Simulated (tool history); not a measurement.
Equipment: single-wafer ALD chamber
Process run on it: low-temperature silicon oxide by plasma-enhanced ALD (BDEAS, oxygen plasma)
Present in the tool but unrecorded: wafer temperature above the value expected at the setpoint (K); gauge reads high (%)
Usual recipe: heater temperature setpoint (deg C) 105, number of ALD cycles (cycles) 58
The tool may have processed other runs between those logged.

run	hour	heater temperature setpoint (deg C)	number of ALD cycles (cycles)	wafers since the last listed run	hours since the last thermocouple change	hours since the gauge calibration	read-back reference wafer on the same gauge, thickness_nm	mean film thickness on the monitor wafer (nm)
1	0.0	105	58	0	900.9	490.8	8.578	8.011
2	129.0	105	58	527	1029.9	619.8	8.577	8.021
3	199.8	105	58	289	1100.7	690.6	8.576	8.008
4	224.0	105	58	99	1124.9	714.8	8.576	7.999
5	249.7	105	58	105	1150.6	740.5	8.575	8.038
6	286.8	99	58	151	1187.7	777.6	8.583	8.229
7	316.6	105	58	121	1217.5	807.4	8.585	8.015
8	430.8	105	58	467	1331.7	921.6	8.578	8.057
9	486.0	105	58	225	1386.9	976.8	8.582	8.016
10	556.7	105	58	289	1457.6	1047.5	8.585	8.050
11	606.4	105	58	203	1507.3	1097.2	8.572	8.009
12	677.8	105	58	292	1578.7	1168.6	8.591	7.981
13	713.2	105	58	144	1614.1	1204.0	8.588	8.027
# hour 752.2: thermocouple changed; heater temperature recalibrated
14	778.0	105	58	232	25.8	1268.8	8.583	7.892
15	809.9	105	69	130	57.7	1300.7	8.577	9.425
16	845.3	105	58	144	93.1	1336.1	8.581	7.946
17	872.9	105	68	112	120.7	1363.7	8.583	9.280
18	931.7	113	58	240	179.5	1422.5	8.585	7.821
# hour 959.3: gauge calibrated
19	963.5	105	58	130	211.3	4.2	8.576	7.966

What does the tool deliver on the next run?
20	1009.5	105	58	188	257.3	50.2	?	?

{"run 20": {"read-back reference wafer on the same gauge, thickness_nm": 8.577, "mean film thickness on the monitor wafer (nm)": 7.952}}
Had the tool carried no hidden state, the very same run would have given mean film thickness on the monitor wafer (nm) 7.915.

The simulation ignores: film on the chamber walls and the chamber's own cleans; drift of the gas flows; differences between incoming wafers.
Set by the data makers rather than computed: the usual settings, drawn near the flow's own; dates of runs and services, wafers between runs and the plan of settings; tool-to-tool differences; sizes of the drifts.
